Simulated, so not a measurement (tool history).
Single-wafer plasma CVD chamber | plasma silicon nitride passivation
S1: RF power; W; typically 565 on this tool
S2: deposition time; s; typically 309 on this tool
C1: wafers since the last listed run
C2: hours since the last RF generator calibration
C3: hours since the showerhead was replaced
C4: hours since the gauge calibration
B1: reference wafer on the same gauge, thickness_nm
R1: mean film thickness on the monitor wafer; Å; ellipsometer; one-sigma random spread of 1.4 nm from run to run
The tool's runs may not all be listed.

run    hour   S1   S2   C1      C2      C3      C4       B1       R1
  1       0  615  332    0   367.1  4738.6   433.5  466.073   5226.9
  2    26.5  615  332  130   393.6  4765.1     460  466.041  5227.29
  3    96.6  565  277  346   463.7  4835.2   530.1  465.974  4200.66
  4   167.7  565  277  351   534.8  4906.3   601.2  466.116  4213.94
  5   203.6  565  294  177   570.7  4942.2   637.1  466.025  4453.07
  6   240.5  565  294  182   607.6  4979.1     674   465.93   4456.7
  7   290.5  565  289  246   657.6  5029.1     724  465.893  4376.18
  8   329.2  565  309  191   696.3  5067.8   762.7  466.057  4701.32
  9   395.7  565  309  328   762.8  5134.3   829.2  466.171  4696.09
 10   449.4  565  309  265   816.5    5188   882.9  465.932  4707.72
 11   505.3  565  309  275   872.4  5243.9   938.8   466.13  4682.44
 12   557.6  565  309  258   924.7  5296.2   991.1  465.648  4671.54
 13   612.9  565  309  273     980  5351.5  1046.4  465.952  4670.74
 14   684.7  565  309  354  1051.8  5423.3  1118.2  465.952   4710.4
 15   727.5  565  309  211  1094.6  5466.1    1161  465.901  4708.36
 16   787.2  565  309  294  1154.3  5525.8  1220.7  465.866  4707.61
 17   841.9  565  309  270    1209  5580.5  1275.4  466.176  4706.55
 18   877.7  565  309  176  1244.8  5616.3  1311.2  465.971  4702.97
      887.9  -- gauge calibrated
 19   908.9  565  309  154    1276  5647.5      21  466.136  4688.25
 20   940.7  480  309  156  1307.8  5679.3    52.8  466.064  4384.62
 21   994.5  480  309  265  1361.6  5733.1   106.6  465.865  4400.63
       1029  -- RF generator calibrated
 22  1031.5  515  327  143     2.5  5770.1   143.6  465.793  4798.11
 23  1091.6  640  343  296    62.6  5830.2   203.7   466.19  5493.81
 24  1122.7  535  357  153    93.7  5861.3   234.8  466.133  5333.41
 25  1155.8  600  274  163   126.8  5894.4   267.9  465.852  4262.55
 26  1207.4  670  336  254   178.4    5946   319.5  465.911  5450.17
 27  1238.3  565  309  152   209.3  5976.9   350.4  466.004  4708.14
 28  1289.3  565  346  251   260.3  6027.9   401.4  465.845   5276.2
 29  1478.1  565  309  932   449.1  6216.7   590.2  466.257  4698.04
 30    1543  655  291  320     514  6281.6   655.1  466.097   4668.3
 31  1567.5  495  309  120   538.5  6306.1   679.6  465.933  4479.67
     1595.4  -- showerhead replaced
 32  1602.1  565  309  131   573.1     6.7   714.2  466.019  4685.67
 33  1657.3  470  325  272   628.3    61.9   769.4  466.169  4583.67
 34  1715.1  565  309  285   686.1   119.7   827.2  466.176  4708.09
 35  1849.3  460  289  662   820.3   253.9   961.4  465.927  4061.29
 36    1907  565  309  284     878   311.6  1019.1  465.939  4694.05
 37  1965.2  520  357  287   936.2   369.8  1077.3  466.082  5271.54
 38  2031.3  610  263  326  1002.3   435.9  1143.4  465.834  4098.03
     2049.3  -- gauge calibrated
 39    2073  565  309  205    1044   477.6    23.7   466.03  4714.01
 40  2139.7  605  368  329  1110.7   544.3    90.4  466.349   5746.4
 41  2167.4  565  309  136  1138.4     572   118.1  465.973  4698.77
 42    2233  485  274  323    1204   637.6   183.7  465.791  3915.07
 43  2290.7  460  357  284  1261.7   695.3   241.4  465.848  4987.27

For each entry between runs, how does the tool's hidden state at the last listed run before it compare with that at the first listed run after it?
Between runs 18 and 19: gauge calibrated (hour 887.9)
  both runs share identical hidden conditions
Between runs 21 and 22: RF generator calibrated (hour 1029)
  both runs share identical hidden conditions
Between runs 31 and 32: showerhead replaced (hour 1595.4)
  both runs share identical hidden conditions
Between runs 38 and 39: gauge calibrated (hour 2049.3)
  both runs share identical hidden conditions

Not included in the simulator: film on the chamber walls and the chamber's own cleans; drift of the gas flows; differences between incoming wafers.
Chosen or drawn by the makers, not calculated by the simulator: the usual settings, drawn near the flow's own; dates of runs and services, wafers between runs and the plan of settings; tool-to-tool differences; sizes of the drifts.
